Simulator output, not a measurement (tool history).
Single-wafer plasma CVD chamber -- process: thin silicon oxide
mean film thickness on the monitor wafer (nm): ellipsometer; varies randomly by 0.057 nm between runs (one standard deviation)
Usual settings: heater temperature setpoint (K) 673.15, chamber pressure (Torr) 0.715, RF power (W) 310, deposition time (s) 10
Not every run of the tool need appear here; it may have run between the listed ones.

run	hour	heater temperature setpoint (K)	chamber pressure (Torr)	RF power (W)	deposition time (s)	read-back reference wafer on the same gauge, thickness_nm	mean film thickness on the monitor wafer (nm)
1	0	679.15	0.715	310	10	14.294	15.471
2	18.5	679.15	0.715	310	10	14.307	15.523
3	39.3	673.15	0.715	310	10	14.3	15.448
4	69.2	673.15	0.715	310	10	14.301	15.479
5	93	673.15	0.715	310	10	14.303	15.559
6	106.4	673.15	0.715	310	10	14.294	15.457
# hour 116.3: thermocouple changed; heater temperature recalibrated
7	135.8	673.15	0.715	310	10	14.3	15.479
8	148.8	673.15	0.715	310	10	14.307	15.464
9	161.9	673.15	0.715	310	10	14.303	15.426
10	194.7	673.15	0.715	310	10	14.293	15.526
11	225.8	673.15	0.715	310	10	14.292	15.561
12	238.7	665.15	0.55	310	10	14.289	11.887
13	257.3	662.15	0.715	280	10	14.296	15.015
14	277	673.15	0.715	310	10	14.3	15.397
15	298.9	684.15	0.847	360	9.3	14.296	17.537
16	334.7	673.15	0.618	255	8.3	14.303	10.313
17	357	673.15	0.715	310	10	14.295	15.641
# hour 365.1: showerhead replaced, of another model than before
# hour 376.1: capacitance manometer re-zeroed and calibrated
18	379.5	673.15	0.715	310	8.3	14.298	12.98
19	399.2	673.15	0.715	310	8.5	14.294	13.261
# hour 416.9: RF generator calibrated
# hour 421.2: gauge calibrated
20	432.1	673.15	0.715	310	11.3	14.294	18.069
21	445.2	661.15	0.61	310	10	14.297	14.515
22	478.3	664.15	0.609	255	11.4	14.308	15.801
23	505.7	682.15	0.886	285	11.2	14.296	19.833
24	534.1	673.15	0.715	310	11.8	14.293	18.845
25	569.9	673.15	0.715	260	10.8	14.301	16.414
26	585	673.15	0.715	285	10	14.295	15.58
27	608.9	680.15	0.622	255	11.7	14.293	16.064
28	634	673.15	0.715	310	9.2	14.296	14.591

What if the next run were any one of these 5? Each begins from the tool's condition after run 28:
A	634.4	673.15	0.715	310	10	?	?
B	634.4	673.15	0.715	310	8.2	?	?
C	634.4	673.15	0.715	290	10	?	?
D	634.4	684.15	0.715	255	11	?	?
E	634.4	673.15	0.715	290	8.4	?	?

run	read-back reference wafer on the same gauge, thickness_nm	mean film thickness on the monitor wafer (nm)
A	14.289	15.97
B	14.289	13.102
C	14.289	15.697
D	14.289	16.593
E	14.289	13.191
With the hidden condition removed and each run's random variation left untouched, the same runs would have given:
run	mean film thickness on the monitor wafer (nm)
A	16.144
B	13.245
C	15.878
D	16.793
E	13.344

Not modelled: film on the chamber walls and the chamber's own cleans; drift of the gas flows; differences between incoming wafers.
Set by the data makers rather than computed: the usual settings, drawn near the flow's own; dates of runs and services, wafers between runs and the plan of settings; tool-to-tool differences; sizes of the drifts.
